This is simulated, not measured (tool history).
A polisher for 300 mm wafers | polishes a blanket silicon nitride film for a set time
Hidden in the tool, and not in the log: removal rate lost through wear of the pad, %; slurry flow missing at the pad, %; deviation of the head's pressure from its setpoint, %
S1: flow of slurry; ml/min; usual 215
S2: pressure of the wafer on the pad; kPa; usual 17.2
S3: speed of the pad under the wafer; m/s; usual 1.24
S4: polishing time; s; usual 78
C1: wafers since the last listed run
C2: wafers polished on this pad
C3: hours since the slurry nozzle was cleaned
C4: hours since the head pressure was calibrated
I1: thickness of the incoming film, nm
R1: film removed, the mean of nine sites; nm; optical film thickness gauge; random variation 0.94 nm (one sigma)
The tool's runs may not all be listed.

Run 1, hour 0: usual settings; C1 0; C2 269; C3 231.5; C4 876.1; I1 592.6. Result: R1 120.5 nm.
Run 2, hour 35.2: usual settings; C1 247; C2 516; C3 266.7; C4 911.3; I1 606.5. Result: R1 120.8 nm.
Run 3, hour 67.6: usual settings; C1 227; C2 744; C3 299.1; C4 943.7; I1 601. Result: R1 118.1 nm.
Run 4, hour 125.5: usual settings; C1 407; C2 1151; C3 357; C4 1001.6; I1 600.1. Result: R1 118.3 nm.
At hour 143.7: slurry nozzle cleaned.
At hour 179.2: worn pad replaced by a new one.
Run 5, hour 203.4: usual settings but S2 20 kPa; C1 512; C2 169; C3 59.7; C4 1079.5; I1 597.4. Result: R1 139 nm.
Run 6, hour 224.3: usual settings but S2 20 kPa; C1 146; C2 316; C3 80.6; C4 1100.4; I1 603.8. Result: R1 139.9 nm.
Run 7, hour 242.7: usual settings but S4 67 s; C1 129; C2 446; C3 99; C4 1118.8; I1 587.4. Result: R1 103 nm.
Run 8, hour 264.8: usual settings but S4 67 s; C1 155; C2 601; C3 121.1; C4 1140.9; I1 608. Result: R1 102.3 nm.
Run 9, hour 276.9: usual settings but S4 67 s; C1 85; C2 686; C3 133.2; C4 1153; I1 588.3. Result: R1 101.9 nm.
Run 10, hour 292.1: usual settings; C1 106; C2 793; C3 148.4; C4 1168.2; I1 598.4. Result: R1 118.3 nm.
Run 11, hour 318.3: usual settings but S2 13.1 kPa; C1 184; C2 977; C3 174.6; C4 1194.4; I1 599.5. Result: R1 91.3 nm.
Run 12, hour 348.5: usual settings but S2 13.1 kPa; C1 212; C2 1189; C3 204.8; C4 1224.6; I1 594. Result: R1 90.4 nm.
Run 13, hour 382.4: usual settings but S2 13.1 kPa; C1 238; C2 1428; C3 238.7; C4 1258.5; I1 598.8. Result: R1 90.5 nm.
At hour 386.9: worn pad replaced by a new one.
Run 14, hour 398.4: usual settings but S1 200 ml/min, S4 62 s; C1 84; C2 80; C3 254.7; C4 1274.5; I1 591. Result: R1 94.5 nm.
At hour 426.3: head pressure recalibrated.
Run 15, hour 426.8: usual settings but S1 200 ml/min, S4 62 s; C1 185; C2 266; C3 283.1; C4 0.5; I1 595.4. Result: R1 95.3 nm.
At hour 431.9: slurry nozzle cleaned.
Run 16, hour 458.2: usual settings but S1 200 ml/min, S4 62 s; C1 213; C2 479; C3 26.3; C4 31.9; I1 604.8. Result: R1 95.9 nm.
Run 17, hour 481.3: usual settings; C1 162; C2 642; C3 49.4; C4 55; I1 600.9. Result: R1 120.5 nm.
Run 18, hour 513.5: usual settings; C1 226; C2 868; C3 81.6; C4 87.2; I1 597. Result: R1 120.4 nm.
Run 19, hour 535.2: usual settings but S4 67 s; C1 152; C2 1021; C3 103.3; C4 108.9; I1 592.7. Result: R1 103.4 nm.
At hour 574.7: worn pad replaced by a new one.
Run 20, hour 575.2: usual settings but S3 0.88 m/s, S4 54 s; C1 253; C2 3; C3 143.3; C4 148.9; I1 602.9. Result: R1 69.2 nm.
Run 21, hour 602.3: usual settings but S1 255 ml/min, S2 18.6 kPa, S4 87 s; C1 190; C2 193; C3 170.4; C4 176; I1 607.1. Result: R1 146.5 nm.
Run 22, hour 631.5: usual settings; C1 205; C2 399; C3 199.6; C4 205.2; I1 596.3. Result: R1 118.6 nm.
Run 23, hour 661.1: usual settings; C1 208; C2 607; C3 229.2; C4 234.8; I1 600.6. Result: R1 119.5 nm.
Run 24, hour 678.5: usual settings but S4 67 s; C1 122; C2 729; C3 246.6; C4 252.2; I1 605. Result: R1 104.1 nm.
Run 25, hour 712.1: usual settings but S2 21.4 kPa; C1 236; C2 965; C3 280.2; C4 285.8; I1 601.9. Result: R1 149.1 nm.
Run 26, hour 739.8: usual settings; C1 194; C2 1160; C3 307.9; C4 313.5; I1 600.4. Result: R1 119.8 nm.
Run 27, hour 762.5: usual settings but S2 19.3 kPa, S3 1 m/s, S4 91 s; C1 159; C2 1319; C3 330.6; C4 336.2; I1 603.2. Result: R1 140.4 nm.
Run 28, hour 782.5: usual settings but S4 54 s; C1 140; C2 1460; C3 350.6; C4 356.2; I1 597.1. Result: R1 82.8 nm.
At hour 803.9: worn pad replaced by a new one.
At hour 809.5: slurry nozzle cleaned.
Run 29, hour 812: usual settings but S1 245 ml/min, S2 11.7 kPa, S3 1.36 m/s; C1 172; C2 49; C3 2.5; C4 385.7; I1 608.6. Result: R1 86.1 nm.
Run 30, hour 845: usual settings but S4 96 s; C1 231; C2 281; C3 35.5; C4 418.7; I1 589.1. Result: R1 146.2 nm.
Run 31, hour 861.6: usual settings but S2 13.1 kPa; C1 116; C2 398; C3 52.1; C4 435.3; I1 595.6. Result: R1 91.7 nm.
Run 32, hour 886.9: usual settings but S2 11 kPa, S3 0.96 m/s; C1 177; C2 576; C3 77.4; C4 460.6; I1 592.2. Result: R1 65.7 nm.
Run 33, hour 920.4: usual settings but S2 13.1 kPa; C1 235; C2 811; C3 110.9; C4 494.1; I1 590.8. Result: R1 91.4 nm.
Run 34, hour 947.9: usual settings but S1 180 ml/min; C1 193; C2 1005; C3 138.4; C4 521.6; I1 610. Result: R1 117.1 nm.
Run 35, hour 966.5: usual settings but S2 22.1 kPa; C1 130; C2 1136; C3 157; C4 540.2; I1 590.4. Result: R1 151 nm.
At hour 988.3: worn pad replaced by a new one.
Run 36, hour 1001.7: usual settings but S4 67 s; C1 219; C2 94; C3 192.2; C4 575.4; I1 595.6. Result: R1 103.7 nm.

4 ways to go on from here, each from the tool as it stands after run 36. What would each give?
Run A, hour 1002.1: usual settings but S2 14.5 kPa; C1 2; C2 96; C3 192.6; C4 575.8; I1 603.2. Result: R1 ?.
Run B, hour 1002.1: usual settings but S3 1.6 m/s; C1 2; C2 96; C3 192.6; C4 575.8; I1 603.2. Result: R1 ?.
Run C, hour 1002.1: usual settings but S1 270 ml/min, S2 11.7 kPa; C1 2; C2 96; C3 192.6; C4 575.8; I1 603.2. Result: R1 ?.
Run D, hour 1002.1: usual settings but S1 165 ml/min, S4 61 s; C1 2; C2 96; C3 192.6; C4 575.8; I1 603.2. Result: R1 ?.

run     R1
  A  100.2
  B  138.4
  C   82.5
  D   91.3
Without the tool's hidden state the same runs would have given:
run     R1
  A  100.2
  B  138.4
  C   82.5
  D   91.3
